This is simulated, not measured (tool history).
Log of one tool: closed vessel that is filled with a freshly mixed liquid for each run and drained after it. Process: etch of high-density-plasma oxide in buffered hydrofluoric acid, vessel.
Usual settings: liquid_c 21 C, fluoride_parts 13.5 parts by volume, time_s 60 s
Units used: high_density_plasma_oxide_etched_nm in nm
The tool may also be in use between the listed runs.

run     day  liquid_c  fluoride_parts  time_s  wafers since the last listed run  hours since the thermometer was replaced  hours since the hydrofluoric acid flow meter was replaced  hours since the gauge calibration  read-back film thickness of the high-density-plasma oxide reference wafer, read on the same gauge (nm)  high_density_plasma_oxide_etched_nm
  1       0      22.5            13.5      60                                 0                                     679.8                                                      562.1                              341.1                                                                                                      50                                81.18
  2    1.65      22.5            13.5      60                              2937                                     719.4                                                      601.7                              380.7                                                                                                      50                                80.69
  3   4.542        21            13.5      60                              5147                                     788.8                                                      671.1                              450.1                                                                                                   49.99                                74.67
  4   7.375        19            13.5      80                              5044                                     856.8                                                      739.1                              518.1                                                                                                      50                                 88.7
      8.342  -- hydrofluoric acid flow meter replaced
  5   9.125        19            13.5      80                              3041                                     898.8                                                       18.8                              560.1                                                                                                   50.01                                90.17
  6  10.462        21            13.5      60                              2381                                     930.9                                                       50.9                              592.2                                                                                                   50.01                                76.92
  7  13.192        21            13.5      60                              4858                                     996.4                                                      116.4                              657.7                                                                                                      50                                75.63
  8  15.346        21            13.5      60                              3834                                    1048.1                                                      168.1                              709.4                                                                                                   50.01                                76.29
  9  17.658        21            13.5      60                              4116                                    1103.6                                                      223.6                              764.9                                                                                                      50                                75.12
 10  20.554      24.5            13.5      60                              5155                                    1173.1                                                      293.1                              834.4                                                                                                      50                                92.52
 11    21.6        21            13.5      35                              1861                                    1198.2                                                      318.2                              859.5                                                                                                   49.99                                44.19
     21.808  -- gauge calibrated
 12  24.229        21            13.5      35                              4680                                    1261.3                                                      381.3                               58.1                                                                                                      50                                44.98
 13  26.571        21            13.5      60                              4168                                    1317.5                                                      437.5                              114.3                                                                                                   50.02                                77.49
 14  28.967        21            13.5      60                              4265                                      1375                                                        495                              171.8                                                                                                   50.01                                76.95
 15  30.988        21            13.5      60                              3597                                    1423.5                                                      543.5                              220.3                                                                                                   49.99                                77.95
 16  35.425        21              12      60                              7899                                      1530                                                        650                              326.8                                                                                                   50.01                                87.54
 17  37.375      19.5              19      60                              3471                                    1576.8                                                      696.8                              373.6                                                                                                      50                                 50.9
     38.692  -- hydrofluoric acid flow meter replaced
     38.967  -- thermometer replaced
 18  39.183      23.5            13.5      60                              3070                                       5.2                                                       11.8                                417                                                                                                   49.99                                83.82
 19  40.704        24            13.5      75                              2707                                      41.7                                                       48.3                              453.5                                                                                                   50.02                                106.9
 20  43.204        21            13.5      60                              4450                                     101.7                                                      108.3                              513.5                                                                                                   50.02                                72.27
 21  45.138        21            15.5      60                              3441                                     148.1                                                      154.7                              559.9                                                                                                      50                                63.06
 22  47.108        21            16.5      60                              3508                                     195.4                                                        202                              607.2                                                                                                      50                                59.85
 23  48.592        25              17      60                              2640                                       231                                                      237.6                              642.8                                                                                                   50.02                                71.67
 24  50.092        21            13.5      75                              2670                                       267                                                      273.6                              678.8                                                                                                   49.99                                91.62
 25  52.446        21            13.5      60                              4191                                     323.5                                                      330.1                              735.3                                                                                                      50                                73.48
 26  53.654      22.5              16      90                              2151                                     352.5                                                      359.1                              764.3                                                                                                   50.01                               101.05
 27  54.767        19            10.5      60                              1980                                     379.2                                                      385.8                                791                                                                                                   50.01                                83.46
 28  55.971      24.5            13.5      60                              2143                                     408.1                                                      414.7                              819.9                                                                                                      50                                89.14
 29  58.642        21             9.5      60                              4754                                     472.2                                                      478.8                                884                                                                                                   49.99                               101.96
     59.258  -- gauge calibrated
 30  61.546        21              15      90                              5170                                     541.9                                                      548.5                               54.9                                                                                                   49.99                                99.93

How the hidden state differs across the entries between the runs, from the last listed run before each to the first after it:
Between runs 4 and 5: hydrofluoric acid flow meter replaced (day 8.342)
  liquid hotter than its thermometer reads (K): 0.78 -> 0.811
  measured less the result without the state, high_density_plasma_oxide_etched_nm: +3.81 -> +4.02 nm
Between runs 11 and 12: gauge calibrated (day 21.808)
  liquid hotter than its thermometer reads (K): 1.03 -> 1.07
  measured less the result without the state, high_density_plasma_oxide_etched_nm: +2.45 -> +2.59 nm
Between runs 17 and 18: hydrofluoric acid flow meter replaced (day 38.692); thermometer replaced (day 38.967)
  liquid hotter than its thermometer reads (K): 1.3 -> 0.0359
  measured less the result without the state, high_density_plasma_oxide_etched_nm: +3.58 -> +0.18 nm
Between runs 29 and 30: gauge calibrated (day 59.258)
  liquid hotter than its thermometer reads (K): 0.375 -> 0.426
  measured less the result without the state, high_density_plasma_oxide_etched_nm: +2.13 -> +2.36 nm

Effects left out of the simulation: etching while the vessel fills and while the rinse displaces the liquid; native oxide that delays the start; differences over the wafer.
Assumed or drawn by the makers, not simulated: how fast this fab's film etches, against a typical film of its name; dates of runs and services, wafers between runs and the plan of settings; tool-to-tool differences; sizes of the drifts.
